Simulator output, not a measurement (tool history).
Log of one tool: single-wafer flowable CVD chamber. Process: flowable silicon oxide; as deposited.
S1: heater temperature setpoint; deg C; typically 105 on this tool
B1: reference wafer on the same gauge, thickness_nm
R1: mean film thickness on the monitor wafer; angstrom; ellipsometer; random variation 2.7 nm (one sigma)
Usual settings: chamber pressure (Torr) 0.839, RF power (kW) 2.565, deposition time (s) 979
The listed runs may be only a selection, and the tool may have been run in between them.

Run 1, hour 0: usual settings but RF power (kW) 2.28; B1 461.757. Result: R1 5404.02 angstrom.
Run 2, hour 56.4: usual settings but RF power (kW) 2.28; B1 462.195. Result: R1 5364.61 angstrom.
Run 3, hour 118.1: usual settings; B1 461.973. Result: R1 5480.98 angstrom.
Run 4, hour 214: usual settings; B1 461.877. Result: R1 5521.44 angstrom.
Run 5, hour 306.6: usual settings; B1 462.028. Result: R1 5538.63 angstrom.
Run 6, hour 410: usual settings but RF power (kW) 2.375; B1 462.035. Result: R1 5422.56 angstrom.
Run 7, hour 499.9: usual settings; B1 461.579. Result: R1 5544.35 angstrom.
Run 8, hour 539.8: usual settings; B1 461.572. Result: R1 5485.45 angstrom.
At hour 809.1: RF generator calibrated.
Run 9, hour 819.1: usual settings but S1 98 deg C, deposition time (s) 1108; B1 462.048. Result: R1 7681.24 angstrom.
At hour 833.2: gauge calibrated.
Run 10, hour 883.5: usual settings but S1 98 deg C, deposition time (s) 1108; B1 461.829. Result: R1 7622.92 angstrom.
Run 11, hour 984.9: usual settings but S1 98 deg C, deposition time (s) 1108; B1 462.123. Result: R1 7611.1 angstrom.
Run 12, hour 1024.9: usual settings but S1 98 deg C, deposition time (s) 1108; B1 460.914. Result: R1 7703.71 angstrom.
At hour 1332: showerhead replaced.
At hour 1335.4: thermocouple changed; heater temperature recalibrated.
Run 13, hour 1340.7: usual settings but RF power (kW) 2.23, deposition time (s) 1122; B1 461.896. Result: R1 6237.86 angstrom.
Run 14, hour 1424: usual settings but S1 113 deg C, chamber pressure (Torr) 0.697, RF power (kW) 2.365, deposition time (s) 810; B1 461.729. Result: R1 2992.71 angstrom.
Run 15, hour 1502: usual settings but S1 92 deg C; B1 462.369. Result: R1 8069.27 angstrom.

Run 16 is up next; what results do you expect?
At hour 1523.2: capacitance manometer re-zeroed and calibrated.
Run 16, hour 1580.6: usual settings but RF power (kW) 2.29; B1 ?. Result: R1 ?.

For run 16 the tool returned B1 462.059, R1 5387.54 angstrom.
Minus the tool's unlogged condition, the same run would have read R1 5387.54 angstrom.
